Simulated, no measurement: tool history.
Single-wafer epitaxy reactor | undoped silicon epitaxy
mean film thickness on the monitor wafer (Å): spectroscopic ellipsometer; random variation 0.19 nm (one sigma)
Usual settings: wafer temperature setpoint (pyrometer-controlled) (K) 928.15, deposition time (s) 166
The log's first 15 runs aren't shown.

| run | hour | wafer temperature setpoint (pyrometer-controlled) (K) | deposition time (s) | wafers since the last listed run | hours since the last pyrometer calibration | hours since the gauge calibration | read-back reference wafer on the same gauge, thickness_nm | mean film thickness on the monitor wafer (Å) |
|---|---|---|---|---|---|---|---|---|
|  | 212.3 | gauge calibrated |
| 16 | 216.8 | 928.15 | 166 | 131 | 1754.9 | 4.5 | 32.609 | 306.79 |
| 17 | 225.6 | 928.15 | 166 | 72 | 1763.7 | 13.3 | 32.607 | 307.38 |
| 18 | 240.8 | 928.15 | 166 | 125 | 1778.9 | 28.5 | 32.612 | 306.61 |
| 19 | 256.8 | 928.15 | 173 | 131 | 1794.9 | 44.5 | 32.636 | 319.47 |
| 20 | 270.4 | 935.15 | 166 | 112 | 1808.5 | 58.1 | 32.644 | 350.79 |
| 21 | 283.9 | 928.15 | 175 | 111 | 1822.0 | 71.6 | 32.589 | 324.24 |
| 22 | 296.8 | 928.15 | 187 | 106 | 1834.9 | 84.5 | 32.598 | 346.77 |
| 23 | 306.3 | 928.15 | 166 | 78 | 1844.4 | 94.0 | 32.597 | 304.72 |
| 24 | 313.6 | 934.15 | 174 | 60 | 1851.7 | 101.3 | 32.566 | 358.98 |
|  | 325.2 | pyrometer calibrated |
| 25 | 325.7 | 915.15 | 184 | 33 | 0.5 | 113.4 | 32.615 | 295.09 |
| 26 | 338.7 | 920.15 | 188 | 107 | 13.5 | 126.4 | 32.568 | 329.46 |
| 27 | 345.9 | 921.15 | 166 | 59 | 20.7 | 133.6 | 32.639 | 296.36 |
| 28 | 359.1 | 928.15 | 149 | 108 | 33.9 | 146.8 | 32.627 | 304.23 |
| 29 | 369.1 | 942.15 | 196 | 82 | 43.9 | 156.8 | 32.625 | 520.52 |
| 30 | 387.1 | 928.15 | 180 | 148 | 61.9 | 174.8 | 32.525 | 366.31 |
| 31 | 395.2 | 924.15 | 180 | 66 | 70.0 | 182.9 | 32.587 | 339.53 |
| 32 | 401.4 | 923.15 | 191 | 51 | 76.2 | 189.1 | 32.627 | 354.64 |
| 33 | 417.4 | 936.15 | 186 | 131 | 92.2 | 205.1 | 32.542 | 433.79 |
| 34 | 461.2 | 919.15 | 136 | 360 | 136.0 | 248.9 | 32.608 | 229.41 |
| 35 | 473.6 | 943.15 | 149 | 102 | 148.4 | 261.3 | 32.634 | 395.18 |

Forecast run 36:
| 36 | 488.5 | 940.15 | 182 | 122 | 163.3 | 276.2 | ? | ? |

{"run 36": {"read-back reference wafer on the same gauge, thickness_nm": 32.582, "mean film thickness on the monitor wafer (Å)": 459.52}}
Without the tool's hidden state the same run would have given mean film thickness on the monitor wafer (Å) 462.02.
